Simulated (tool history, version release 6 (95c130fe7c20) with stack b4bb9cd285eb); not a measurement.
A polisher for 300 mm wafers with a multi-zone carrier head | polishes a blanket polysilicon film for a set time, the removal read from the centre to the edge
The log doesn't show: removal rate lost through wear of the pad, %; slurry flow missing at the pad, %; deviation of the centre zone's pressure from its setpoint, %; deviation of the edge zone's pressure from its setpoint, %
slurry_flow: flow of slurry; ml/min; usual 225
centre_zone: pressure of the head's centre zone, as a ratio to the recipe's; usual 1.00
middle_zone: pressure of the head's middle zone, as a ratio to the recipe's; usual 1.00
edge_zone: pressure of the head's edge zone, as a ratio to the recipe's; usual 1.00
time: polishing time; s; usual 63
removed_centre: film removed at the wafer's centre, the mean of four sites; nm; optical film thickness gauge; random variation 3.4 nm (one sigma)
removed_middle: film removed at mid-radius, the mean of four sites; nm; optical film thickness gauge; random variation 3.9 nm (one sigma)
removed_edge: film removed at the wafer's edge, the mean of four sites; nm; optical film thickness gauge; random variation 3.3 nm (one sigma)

run,day,slurry_flow,centre_zone,middle_zone,edge_zone,time,wafers since the last listed run,wafers polished on this pad,hours since the slurry nozzle was cleaned,hours since the centre zone pressure was calibrated,hours since the edge zone pressure was calibrated,hours since the carrier head's membrane was replaced,"incoming thickness of the incoming film, nm",removed_centre,removed_middle,removed_edge
1,0.000,225,1.00,1.00,1.00,63,0,703,482.2,258.6,527.4,527.5,1172.1,281.9,289.6,300.9
2,0.704,225,1.00,1.00,1.00,63,180,884,499.1,275.5,544.3,544.4,1156.5,283.1,292.3,295.6
3,1.062,225,1.00,1.00,1.00,63,92,976,507.7,284.1,552.9,553.0,1162.6,288.6,292.1,293.8
4,1.425,225,1.00,1.00,1.00,63,93,1069,516.4,292.8,561.6,561.7,1173.7,281.2,290.6,296.9
# day 1.658: worn pad replaced by a new one
5,1.929,225,1.00,1.00,1.00,63,86,69,528.5,304.9,573.7,573.8,1182.1,296.7,300.3,308.4
6,2.308,225,1.00,1.00,1.00,63,97,167,537.6,314.0,582.8,582.9,1150.9,294.7,298.9,308.3
7,2.721,225,1.00,1.00,1.00,63,105,272,547.5,323.9,592.7,592.8,1145.5,280.6,300.6,297.3
8,2.992,225,1.00,1.00,1.00,63,69,342,554.0,330.4,599.2,599.3,1152.9,291.3,298.3,303.2
9,3.542,225,1.00,1.00,1.00,63,141,483,567.2,343.6,612.4,612.5,1139.9,281.7,294.8,297.5
# day 3.758: edge zone pressure recalibrated
10,4.008,225,1.00,1.00,1.00,63,98,582,578.4,354.8,6.0,623.7,1140.0,283.1,291.4,296.2
# day 4.138: slurry nozzle cleaned
11,4.279,225,1.00,1.00,1.00,63,58,641,3.4,361.3,12.5,630.2,1162.1,273.0,295.7,298.2
# day 4.642: carrier head's membrane replaced by a new one
12,4.688,225,1.00,1.00,1.00,63,51,692,13.2,371.1,22.3,1.1,1162.0,273.2,290.4,290.9
13,5.092,225,1.00,1.00,1.00,63,103,796,22.9,380.8,32.0,10.8,1154.7,273.5,291.4,294.5
# day 5.633: centre zone pressure recalibrated
14,5.654,225,1.00,1.00,1.00,63,123,919,36.4,0.5,45.5,24.3,1153.3,293.0,288.4,296.8
15,6.146,225,1.12,0.89,1.06,79,126,1045,48.2,12.3,57.3,36.1,1165.6,405.3,331.3,383.2
# day 6.738: worn pad replaced by a new one
16,6.754,225,1.00,1.00,1.00,63,113,4,62.8,26.9,71.9,50.7,1173.6,314.3,311.8,306.3
17,7.338,225,1.04,0.91,0.88,69,149,154,76.8,40.9,85.9,64.7,1142.6,342.0,312.5,314.6
18,7.967,250,1.06,0.97,1.00,79,161,315,91.9,56.0,101.0,79.8,1153.1,391.2,371.9,380.0
19,8.375,225,1.11,1.00,1.00,76,104,420,101.7,65.8,110.8,89.6,1155.8,389.1,355.0,359.0
20,8.996,165,1.00,0.95,1.00,63,159,580,116.6,80.7,125.7,104.5,1165.0,289.6,267.8,292.6
21,9.454,205,0.89,1.00,1.00,63,117,697,127.6,91.7,136.7,115.5,1180.3,270.2,292.4,290.9
22,9.967,225,0.91,1.00,0.89,63,131,829,139.9,104.0,149.0,127.8,1160.9,270.5,292.0,278.1
23,10.262,200,1.00,1.00,0.95,49,75,905,147.0,111.1,156.1,134.9,1160.5,223.1,225.9,223.9

The same runs without the tool's hidden state, with the same run-to-run variation:
run,removed_centre,removed_middle,removed_edge
1,308.1,304.4,316.4
2,311.9,308.4,311.9
3,319.1,308.6,310.5
4,312.2,307.4,314.1
5,315.9,303.5,311.8
6,318.1,305.4,315.0
7,306.6,309.9,306.6
8,320.6,309.0,314.1
9,313.8,307.7,310.6
10,318.1,305.5,310.6
11,308.1,310.7,313.4
12,310.3,305.8,306.5
13,312.4,307.4,310.8
14,311.1,305.0,313.9
15,431.0,350.8,405.7
16,316.4,312.4,306.9
17,350.8,318.9,321.1
18,407.0,384.7,393.1
19,407.5,369.5,373.7
20,305.7,280.7,306.7
21,286.5,307.6,306.0
22,288.1,307.9,293.3
23,238.0,238.6,236.4
